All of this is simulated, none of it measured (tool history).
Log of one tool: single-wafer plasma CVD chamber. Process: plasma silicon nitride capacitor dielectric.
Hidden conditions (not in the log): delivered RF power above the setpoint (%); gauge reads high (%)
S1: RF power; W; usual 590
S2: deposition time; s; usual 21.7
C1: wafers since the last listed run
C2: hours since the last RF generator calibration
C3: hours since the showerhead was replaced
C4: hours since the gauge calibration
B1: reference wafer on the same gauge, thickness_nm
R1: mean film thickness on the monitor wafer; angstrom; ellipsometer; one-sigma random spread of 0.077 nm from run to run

{"run": 1, "hour": 0.0, "S1": 590, "S2": 21.7, "C1": 0, "C2": 1252.7, "C3": 5113.3, "C4": 642.4, "B1": 36.62, "R1": 335.13}
{"run": 2, "hour": 53.4, "S1": 590, "S2": 21.7, "C1": 1360, "C2": 1306.1, "C3": 5166.7, "C4": 695.8, "B1": 36.559, "R1": 335.37}
{"run": 3, "hour": 80.8, "S1": 660, "S2": 21.7, "C1": 698, "C2": 1333.5, "C3": 5194.1, "C4": 723.2, "B1": 36.553, "R1": 346.16}
{"run": 4, "hour": 127.9, "S1": 660, "S2": 21.7, "C1": 1200, "C2": 1380.6, "C3": 5241.2, "C4": 770.3, "B1": 36.622, "R1": 345.66}
{"run": 5, "hour": 193.4, "S1": 550, "S2": 21.7, "C1": 1668, "C2": 1446.1, "C3": 5306.7, "C4": 835.8, "B1": 36.615, "R1": 329.97}
{"run": 6, "hour": 254.6, "S1": 550, "S2": 21.7, "C1": 1559, "C2": 1507.3, "C3": 5367.9, "C4": 897.0, "B1": 36.607, "R1": 328.85}
{"hour": 285.6, "done": "RF generator calibrated"}
{"run": 7, "hour": 301.2, "S1": 550, "S2": 21.7, "C1": 983, "C2": 15.6, "C3": 5414.5, "C4": 943.6, "B1": 36.587, "R1": 326.01}
{"hour": 306.4, "done": "gauge calibrated"}
{"run": 8, "hour": 368.2, "S1": 590, "S2": 21.7, "C1": 1707, "C2": 82.6, "C3": 5481.5, "C4": 61.8, "B1": 36.573, "R1": 332.91}
{"run": 9, "hour": 411.6, "S1": 590, "S2": 21.7, "C1": 1105, "C2": 126.0, "C3": 5524.9, "C4": 105.2, "B1": 36.588, "R1": 330.49}
{"run": 10, "hour": 442.7, "S1": 520, "S2": 21.7, "C1": 792, "C2": 157.1, "C3": 5556.0, "C4": 136.3, "B1": 36.607, "R1": 321.25}
{"hour": 458.7, "done": "showerhead replaced"}
{"hour": 478.8, "done": "RF generator calibrated, repeated, since the last time left the tool worse"}
{"run": 11, "hour": 511.2, "S1": 525, "S2": 21.7, "C1": 1337, "C2": 32.4, "C3": 52.5, "C4": 204.8, "B1": 36.615, "R1": 329.88}
{"run": 12, "hour": 568.1, "S1": 590, "S2": 21.7, "C1": 1449, "C2": 89.3, "C3": 109.4, "C4": 261.7, "B1": 36.58, "R1": 340.36}
{"run": 13, "hour": 612.0, "S1": 590, "S2": 20.0, "C1": 1118, "C2": 133.2, "C3": 153.3, "C4": 305.6, "B1": 36.603, "R1": 314.69}
{"run": 14, "hour": 676.2, "S1": 705, "S2": 18.9, "C1": 1635, "C2": 197.4, "C3": 217.5, "C4": 369.8, "B1": 36.622, "R1": 311.38}
{"run": 15, "hour": 736.3, "S1": 705, "S2": 17.8, "C1": 1531, "C2": 257.5, "C3": 277.6, "C4": 429.9, "B1": 36.569, "R1": 292.99}
{"run": 16, "hour": 777.7, "S1": 630, "S2": 21.7, "C1": 1054, "C2": 298.9, "C3": 319.0, "C4": 471.3, "B1": 36.622, "R1": 346.66}
{"run": 17, "hour": 848.2, "S1": 590, "S2": 21.7, "C1": 1796, "C2": 369.4, "C3": 389.5, "C4": 541.8, "B1": 36.571, "R1": 339.03}
{"run": 18, "hour": 872.8, "S1": 590, "S2": 21.7, "C1": 626, "C2": 394.0, "C3": 414.1, "C4": 566.4, "B1": 36.585, "R1": 339.57}

Below are 5 alternative next runs, each starting from the tool's condition after run 18. Predict each:
{"run": "A", "hour": 873.2, "S1": 590, "S2": 21.7, "C1": 10, "C2": 394.4, "C3": 414.5, "C4": 566.8, "B1": "?", "R1": "?"}
{"run": "B", "hour": 873.2, "S1": 535, "S2": 21.7, "C1": 10, "C2": 394.4, "C3": 414.5, "C4": 566.8, "B1": "?", "R1": "?"}
{"run": "C", "hour": 873.2, "S1": 555, "S2": 21.7, "C1": 10, "C2": 394.4, "C3": 414.5, "C4": 566.8, "B1": "?", "R1": "?"}
{"run": "D", "hour": 873.2, "S1": 680, "S2": 25.5, "C1": 10, "C2": 394.4, "C3": 414.5, "C4": 566.8, "B1": "?", "R1": "?"}
{"run": "E", "hour": 873.2, "S1": 590, "S2": 25.3, "C1": 10, "C2": 394.4, "C3": 414.5, "C4": 566.8, "B1": "?", "R1": "?"}

run=A B1=36.600 R1=340.03
run=B B1=36.600 R1=331.32
run=C B1=36.600 R1=334.55
run=D B1=36.600 R1=415.13
run=E B1=36.600 R1=396.45
Take away the tool's hidden state, keep each run's random variation, and the runs would have read:
run=A R1=341.37
run=B R1=332.62
run=C R1=335.87
run=D R1=416.76
run=E R1=398.01
